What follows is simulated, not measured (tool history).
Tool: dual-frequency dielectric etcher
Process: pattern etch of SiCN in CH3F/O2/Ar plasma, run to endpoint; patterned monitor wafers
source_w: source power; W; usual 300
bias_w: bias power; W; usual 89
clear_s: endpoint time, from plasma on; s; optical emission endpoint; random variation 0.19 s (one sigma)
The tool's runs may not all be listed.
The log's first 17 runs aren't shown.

| run | day | source_w | bias_w | incoming incoming film thickness, nm | clear_s |
|---|---|---|---|---|---|
| 18 | 9.279 | 230 | 89 | 8.16 | 26.7 |
|  | 10.421 | wet clean of the chamber |
| 19 | 10.442 | 300 | 70 | 8.26 | 24.9 |
| 20 | 10.454 | 300 | 89 | 8.21 | 22.7 |
| 21 | 10.583 | 350 | 89 | 8.14 | 21.7 |
| 22 | 11.254 | 300 | 69 | 8.17 | 24.9 |
| 23 | 11.938 | 300 | 89 | 8.19 | 22.9 |
| 24 | 12.679 | 240 | 68 | 8.12 | 27 |
|  | 13.858 | bias power generator calibrated |
|  | 14.012 | upper electrode replaced |
| 25 | 14.033 | 300 | 89 | 8.27 | 23.6 |
| 26 | 14.296 | 250 | 89 | 8.11 | 24.6 |
| 27 | 16.4 | 300 | 89 | 8.19 | 23.2 |
| 28 | 16.671 | 300 | 89 | 8.2 | 23.2 |
| 29 | 17.129 | 300 | 108 | 8.26 | 22.1 |
| 30 | 18.908 | 330 | 69 | 8.25 | 24.1 |
| 31 | 19.479 | 360 | 73 | 8.24 | 23.1 |
| 32 | 20.179 | 220 | 71 | 8.27 | 28.1 |
| 33 | 20.604 | 250 | 89 | 8.24 | 25.6 |

4 ways to go on from here, each from the tool as it stands after run 33. What would each give?
| A | 20.621 | 300 | 89 | 8.14 | ? |
| B | 20.621 | 360 | 77 | 8.14 | ? |
| C | 20.621 | 300 | 83 | 8.14 | ? |
| D | 20.621 | 330 | 70 | 8.14 | ? |

| run | clear_s |
|---|---|
| A | 23.2 |
| B | 22.6 |
| C | 23.7 |
| D | 24 |
Without the tool's hidden state the same runs would have given:
| run | clear_s |
|---|---|
| A | 22.7 |
| B | 22.1 |
| C | 23.2 |
| D | 23.5 |
